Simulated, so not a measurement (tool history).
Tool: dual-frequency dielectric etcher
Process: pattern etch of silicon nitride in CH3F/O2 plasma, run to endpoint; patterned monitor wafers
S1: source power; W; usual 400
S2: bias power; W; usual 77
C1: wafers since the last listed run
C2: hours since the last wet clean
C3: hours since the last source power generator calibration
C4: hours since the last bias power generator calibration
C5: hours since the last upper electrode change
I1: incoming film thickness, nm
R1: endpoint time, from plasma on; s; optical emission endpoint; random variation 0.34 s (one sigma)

run	hour	S1	S2	C1	C2	C3	C4	C5	I1	R1
1	0.0	340	84	0	165.0	2262.9	1768.0	1931.5	97.0	113.5
2	24.4	340	84	207	189.4	2287.3	1792.4	1955.9	97.3	113.2
3	79.5	400	83	468	244.5	2342.4	1847.5	2011.0	96.5	107.6
4	151.3	400	83	610	316.3	2414.2	1919.3	2082.8	96.9	107.6
5	190.0	400	83	329	355.0	2452.9	1958.0	2121.5	97.3	107.5
# hour 247.6: wet clean of the chamber
6	248.1	400	81	290	0.5	2511.0	2016.1	2179.6	96.2	109.4
7	285.7	400	90	319	38.1	2548.6	2053.7	2217.2	97.0	106.0
# hour 420.0: source power generator calibrated
8	439.6	400	90	1275	192.0	19.6	2207.6	2371.1	96.8	105.0
9	467.2	400	77	234	219.6	47.2	2235.2	2398.7	98.1	112.1
10	538.0	430	77	602	290.4	118.0	2306.0	2469.5	96.9	107.6
11	573.1	430	77	298	325.5	153.1	2341.1	2504.6	97.1	108.0
# hour 616.5: wet clean of the chamber
12	625.3	430	77	239	8.8	205.3	2393.3	2556.8	97.5	109.7
13	653.3	480	77	238	36.8	233.3	2421.3	2584.8	97.0	105.6
14	716.5	480	77	537	100.0	296.5	2484.5	2648.0	97.4	105.9
15	763.2	490	77	397	146.7	343.2	2531.2	2694.7	96.6	103.6
16	811.5	400	77	410	195.0	391.5	2579.5	2743.0	96.3	111.0
# hour 844.5: bias power generator calibrated
17	879.1	470	68	541	262.6	459.1	34.6	2810.6	97.2	109.6
18	905.5	400	94	224	289.0	485.5	61.0	2837.0	95.6	102.1

Forecast run 19:
19	947.9	480	61	360	331.4	527.9	103.4	2879.4	96.3	?

Run 19 gave R1 110.8 s.
Without the tool's hidden state the same run would have given R1 112.6 s.
